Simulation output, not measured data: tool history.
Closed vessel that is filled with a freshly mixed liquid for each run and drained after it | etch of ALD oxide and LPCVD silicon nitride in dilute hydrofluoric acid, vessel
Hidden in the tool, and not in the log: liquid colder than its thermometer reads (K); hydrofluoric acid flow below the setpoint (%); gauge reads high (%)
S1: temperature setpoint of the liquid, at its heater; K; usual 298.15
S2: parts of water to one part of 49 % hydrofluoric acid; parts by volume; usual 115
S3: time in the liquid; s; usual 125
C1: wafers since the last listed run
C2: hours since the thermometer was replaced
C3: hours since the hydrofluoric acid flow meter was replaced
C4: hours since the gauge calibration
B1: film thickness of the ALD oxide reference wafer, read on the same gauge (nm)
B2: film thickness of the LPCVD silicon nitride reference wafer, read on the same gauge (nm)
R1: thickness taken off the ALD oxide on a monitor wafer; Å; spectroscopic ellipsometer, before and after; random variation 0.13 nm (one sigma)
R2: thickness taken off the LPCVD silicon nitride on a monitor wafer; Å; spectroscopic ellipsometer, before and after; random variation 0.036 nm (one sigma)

run     day      S1   S2   S3     C1      C2      C3     C4      B1       B2     R1     R2
  1   0.000  298.15  115  125      0   800.3   859.3   52.9  139.99  100.005  211.3   6.09
  2   1.283  298.15  115  125   3555   831.1   890.1   83.7  140.01  100.009  212.9   6.69
  3   5.575  298.15  115  125  11890   934.1   993.1  186.7  140.00   99.994  211.3   5.96
  4   9.804  294.65   70  125  11717  1035.6  1094.6  288.2  139.97   99.967  318.7   7.70
  5  11.004  294.65   70  125   3324  1064.4  1123.4  317.0  139.99   99.991  320.6   7.73
  6  11.933  294.65   70  125   2574  1086.7  1145.7  339.3  139.99  100.012  313.2   8.24
  7  12.554  298.15  100  125   1720  1101.6  1160.6  354.2  140.00   99.964  243.3   6.65
     13.688  -- hydrofluoric acid flow meter replaced
  8  13.971  298.15  115  125   3809  1135.6     6.8  388.2  139.98  100.018  210.6   5.68
  9  15.321  298.15  115  125   3740  1168.0    39.2  420.6  140.02   99.954  213.2   6.09
 10  15.871  298.15   70   75   1523  1181.2    52.4  433.8  140.00  100.027  217.3   6.34
 11  16.462  296.15   80  190   1639  1195.4    66.6  448.0  139.99  100.007  440.4  11.02
     17.667  -- gauge calibrated
 12  19.742  298.15  115  175   9085  1274.1   145.3   49.8  140.00   99.962  296.6   7.13
     20.021  -- thermometer replaced
 13  21.029  298.15  115  125   3451    24.2   176.2   80.7  140.00   99.982  207.6   5.49
 14  22.392  301.15  165   50   3774    56.9   208.9  113.4  140.01  100.017   61.3   2.03
 15  22.933  298.15  115   90   1500    69.9   221.9  126.4  139.99   99.978  152.2   4.17
 16  24.092  302.65   90  180   3209    97.7   249.7  154.2  140.00  100.011  479.4  14.85
 17  25.300  295.15   75  175   3347   126.7   278.7  183.2  140.00   99.968  422.6   9.92
 18  26.579  298.15  115  125   3544   157.4   309.4  213.9  140.02  100.061  210.0   5.62

The tool's hidden state at each run:
liquid colder than its thermometer reads (K): 0 in every run
hydrofluoric acid flow below the setpoint (%): 0 in every run
gauge reads high (%): 0 in every run
